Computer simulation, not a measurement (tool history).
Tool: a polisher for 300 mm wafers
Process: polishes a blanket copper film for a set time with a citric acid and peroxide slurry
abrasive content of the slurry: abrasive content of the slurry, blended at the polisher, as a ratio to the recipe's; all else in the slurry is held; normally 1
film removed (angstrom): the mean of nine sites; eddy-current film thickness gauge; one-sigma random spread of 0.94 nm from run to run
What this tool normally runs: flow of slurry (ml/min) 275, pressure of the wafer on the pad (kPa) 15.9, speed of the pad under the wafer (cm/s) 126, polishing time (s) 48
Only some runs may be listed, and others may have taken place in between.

| run | hour | flow of slurry (ml/min) | pressure of the wafer on the pad (kPa) | speed of the pad under the wafer (cm/s) | abrasive content of the slurry | polishing time (s) | wafers since the last listed run | wafers polished on this pad | hours since the slurry nozzle was cleaned | hours since the head pressure was calibrated | hours since the slurry blender was calibrated | incoming thickness of the incoming film, nm | film removed (angstrom) |
|---|---|---|---|---|---|---|---|---|---|---|---|---|---|
| 1 | 0 | 275 | 15.9 | 126 | 1 | 48 | 0 | 1273 | 27.1 | 500 | 126 | 614.4 | 1149 |
|  | 22.7 | worn pad replaced by a new one |
| 2 | 35.2 | 275 | 15.9 | 126 | 1 | 48 | 400 | 160 | 62.3 | 535.2 | 161.2 | 626.4 | 1197 |
| 3 | 62.6 | 275 | 15.9 | 126 | 1 | 48 | 352 | 512 | 89.7 | 562.6 | 188.6 | 627.2 | 1183 |
| 4 | 91.1 | 275 | 15.9 | 126 | 1 | 48 | 366 | 878 | 118.2 | 591.1 | 217.1 | 622.6 | 1165 |
| 5 | 114 | 275 | 15.9 | 126 | 1 | 48 | 294 | 1172 | 141.1 | 614 | 240 | 608.1 | 1155 |
|  | 149.7 | worn pad replaced by a new one |
| 6 | 150.2 | 275 | 15.9 | 126 | 1 | 48 | 413 | 6 | 177.3 | 650.2 | 276.2 | 626.6 | 1207 |
|  | 154.9 | slurry blender recalibrated |
| 7 | 172 | 275 | 15.9 | 126 | 1 | 48 | 254 | 261 | 199.1 | 672 | 17.1 | 633.7 | 1187 |
| 8 | 188.2 | 275 | 15.9 | 126 | 1 | 48 | 208 | 469 | 215.3 | 688.2 | 33.3 | 618 | 1195 |
| 9 | 223.6 | 235 | 15.9 | 126 | 1 | 48 | 454 | 924 | 250.7 | 723.6 | 68.7 | 612.6 | 1131 |
| 10 | 244.7 | 235 | 15.9 | 126 | 1 | 48 | 271 | 1195 | 271.8 | 744.7 | 89.8 | 612 | 1143 |
| 11 | 267 | 235 | 15.9 | 126 | 1 | 48 | 286 | 1482 | 294.1 | 767 | 112.1 | 625.5 | 1107 |
|  | 288.8 | worn pad replaced by a new one |
| 12 | 294.2 | 275 | 15.9 | 126 | 1 | 48 | 298 | 69 | 321.3 | 794.2 | 139.3 | 628.6 | 1185 |
| 13 | 317.9 | 275 | 15.9 | 126 | 1 | 48 | 304 | 373 | 345 | 817.9 | 163 | 617.6 | 1182 |
| 14 | 334.5 | 275 | 15.9 | 126 | 1 | 48 | 213 | 587 | 361.6 | 834.5 | 179.6 | 620.3 | 1173 |
| 15 | 362.4 | 195 | 13.1 | 82 | 0.75 | 48 | 358 | 945 | 389.5 | 862.4 | 207.5 | 618 | 573 |
| 16 | 380.7 | 275 | 15.9 | 126 | 1 | 48 | 235 | 1180 | 407.8 | 880.7 | 225.8 | 617.9 | 1136 |
|  | 392 | slurry blender recalibrated |
| 17 | 412.3 | 275 | 15.9 | 126 | 1 | 48 | 380 | 1561 | 439.4 | 912.3 | 20.3 | 623.4 | 1120 |
|  | 419.2 | head pressure recalibrated |
|  | 424.3 | worn pad replaced by a new one |
| 18 | 432.9 | 275 | 13.8 | 86 | 1.25 | 58 | 187 | 110 | 460 | 13.7 | 40.9 | 611.8 | 909 |
| 19 | 457.9 | 275 | 15.9 | 126 | 1 | 39 | 321 | 431 | 485 | 38.7 | 65.9 | 626.5 | 966 |
|  | 459.1 | slurry nozzle cleaned |
| 20 | 476.3 | 235 | 15.9 | 126 | 1 | 48 | 223 | 655 | 17.2 | 57.1 | 84.3 | 626.6 | 1162 |
| 21 | 498.4 | 275 | 15.9 | 126 | 1.25 | 40 | 284 | 939 | 39.3 | 79.2 | 106.4 | 620.6 | 1025 |
| 22 | 521.8 | 315 | 15.9 | 126 | 1 | 48 | 300 | 1240 | 62.7 | 102.6 | 129.8 | 622.4 | 1161 |
| 23 | 534.5 | 275 | 15.9 | 158 | 1 | 40 | 163 | 1403 | 75.4 | 115.3 | 142.5 | 610.1 | 1199 |
| 24 | 556.4 | 275 | 15.9 | 126 | 1 | 48 | 281 | 1685 | 97.3 | 137.2 | 164.4 | 616.7 | 1139 |
|  | 580.6 | worn pad replaced by a new one |
| 25 | 587.9 | 275 | 15.9 | 126 | 1 | 48 | 353 | 93 | 128.8 | 168.7 | 195.9 | 618 | 1212 |
| 26 | 608.3 | 275 | 15.9 | 126 | 1 | 61 | 262 | 355 | 149.2 | 189.1 | 216.3 | 617.7 | 1479 |
| 27 | 636.5 | 275 | 15.9 | 126 | 1 | 48 | 362 | 717 | 177.4 | 217.3 | 244.5 | 619.5 | 1175 |
| 28 | 649.4 | 240 | 15.9 | 126 | 1 | 58 | 165 | 883 | 190.3 | 230.2 | 257.4 | 625.8 | 1384 |
| 29 | 681.6 | 220 | 20.7 | 126 | 1 | 48 | 413 | 1297 | 222.5 | 262.4 | 289.6 | 614.9 | 1437 |

Here are 3 independent what-if runs from the current tool condition. What would each one return?
| A | 682 | 275 | 15.9 | 126 | 1 | 48 | 5 | 1302 | 222.9 | 262.8 | 290 | 624.5 | ? |
| B | 682 | 275 | 13.1 | 110 | 1 | 36 | 5 | 1302 | 222.9 | 262.8 | 290 | 624.5 | ? |
| C | 682 | 275 | 15.9 | 126 | 0.85 | 48 | 5 | 1302 | 222.9 | 262.8 | 290 | 624.5 | ? |

| run | film removed (angstrom) |
|---|---|
| A | 1136 |
| B | 622 |
| C | 1090 |
Had the tool no hidden state, the same runs would have come out as:
| run | film removed (angstrom) |
|---|---|
| A | 1193 |
| B | 654 |
| C | 1145 |
